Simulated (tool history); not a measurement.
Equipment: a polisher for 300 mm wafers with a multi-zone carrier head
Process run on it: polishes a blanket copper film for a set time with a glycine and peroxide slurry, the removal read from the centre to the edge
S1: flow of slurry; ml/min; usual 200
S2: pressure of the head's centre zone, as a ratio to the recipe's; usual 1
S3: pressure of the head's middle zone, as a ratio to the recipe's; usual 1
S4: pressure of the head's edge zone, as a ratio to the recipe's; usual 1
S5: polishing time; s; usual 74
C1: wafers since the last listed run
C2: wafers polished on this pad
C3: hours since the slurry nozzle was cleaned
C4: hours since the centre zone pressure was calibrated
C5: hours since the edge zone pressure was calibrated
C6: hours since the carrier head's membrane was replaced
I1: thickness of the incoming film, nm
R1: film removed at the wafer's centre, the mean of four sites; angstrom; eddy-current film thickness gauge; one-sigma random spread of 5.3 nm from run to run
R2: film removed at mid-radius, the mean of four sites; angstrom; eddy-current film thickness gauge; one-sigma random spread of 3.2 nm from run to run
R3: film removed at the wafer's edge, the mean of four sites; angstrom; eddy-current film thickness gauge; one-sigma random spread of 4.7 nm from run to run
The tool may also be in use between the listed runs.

run,hour,S1,S2,S3,S4,S5,C1,C2,C3,C4,C5,C6,I1,R1,R2,R3
1,0,200,1,1,1,74,0,506,588.7,958,943.1,745.2,1581.3,5761,5133,5130
2,14.2,200,1,1,1,74,191,697,602.9,972.2,957.3,759.4,1568.3,5671,4990,5072
# hour 29.8: worn pad replaced by a new one
3,31,200,1,1,1,74,172,16,619.7,989,974.1,776.2,1579,5830,5265,5328
4,43.6,200,1,1,1,74,169,186,632.3,1001.6,986.7,788.8,1566.7,5922,5299,5195
# hour 61.6: centre zone pressure recalibrated
# hour 91.6: worn pad replaced by a new one
5,96.7,200,1,1,1,74,634,68,685.4,35.1,1039.8,841.9,1583.6,5266,5248,5315
6,113.6,200,1,1,1,74,227,296,702.3,52,1056.7,858.8,1567.8,5163,5161,5233
7,121.9,200,1,1,1,74,111,407,710.6,60.3,1065,867.1,1568.1,5192,5118,5188
8,133,200,1,1,1,74,149,557,721.7,71.4,1076.1,878.2,1579.7,5117,5128,5136
# hour 146.1: edge zone pressure recalibrated
9,146.6,270,1,1,1,91,156,713,735.3,85,0.5,891.8,1577.7,6617,6380,6409
# hour 153.2: worn pad replaced by a new one
10,153.7,145,0.93,1,1,74,41,6,742.4,92.1,7.6,898.9,1580.2,4645,4916,5029
# hour 164.2: carrier head's membrane replaced by a new one
11,164.7,200,1,1,1,74,80,87,753.4,103.1,18.6,0.5,1573,5247,5223,5255
12,168,200,1.09,1,1,74,44,131,756.7,106.4,21.9,3.8,1590,5757,5201,5247
# hour 176.1: slurry nozzle cleaned
13,178.2,200,1,1,1,74,123,255,2.1,116.6,32.1,14,1553.3,5296,5221,5217
14,190.8,245,1,1,1,74,169,425,14.7,129.2,44.7,26.6,1579.4,5434,5299,5262
15,205.7,240,0.95,1.11,1,93,200,626,29.6,144.1,59.6,41.5,1567.3,6220,6999,6515
# hour 211.4: worn pad replaced by a new one
16,216.3,200,1.09,1,0.93,74,88,66,40.2,154.7,70.2,52.1,1565.7,5868,5230,5033
17,224.1,200,1,1,1,74,105,171,48,162.5,78,59.9,1590.3,5274,5189,5356
18,237.4,200,1,1,1,74,179,350,61.3,175.8,91.3,73.2,1572.9,5332,5224,5198
19,253,230,1,0.95,1,82,210,560,76.9,191.4,106.9,88.8,1605.4,6014,5505,5751
20,264.7,200,1.08,0.95,1,74,157,718,88.6,203.1,118.6,100.5,1577,5532,4823,5072
# hour 275: worn pad replaced by a new one
21,275.5,200,1,0.96,1,89,91,6,99.4,213.9,129.4,111.3,1591.7,6481,6047,6447
22,289.3,200,0.91,1,1,74,185,192,113.2,227.7,143.2,125.1,1593.6,4918,5239,5262

4 options for the next run, each taken on its own from the tool as it stands now. Forecast them:
A,289.7,200,0.93,1,1,74,5,198,113.6,228.1,143.6,125.5,1567,?,?,?
B,289.7,145,1,1.07,1,81,5,198,113.6,228.1,143.6,125.5,1567,?,?,?
C,289.7,170,1.07,0.93,1.05,74,5,198,113.6,228.1,143.6,125.5,1567,?,?,?
D,289.7,255,1,1,1,74,5,198,113.6,228.1,143.6,125.5,1567,?,?,?

run,R1,R2,R3
A,4998,5250,5288
B,5509,5736,5541
C,5579,4803,5314
D,5576,5422,5418
Had the tool no hidden state, the same runs would have come out as:
run,R1,R2,R3
A,4904,5284,5322
B,5406,5773,5576
C,5476,4835,5348
D,5472,5457,5453

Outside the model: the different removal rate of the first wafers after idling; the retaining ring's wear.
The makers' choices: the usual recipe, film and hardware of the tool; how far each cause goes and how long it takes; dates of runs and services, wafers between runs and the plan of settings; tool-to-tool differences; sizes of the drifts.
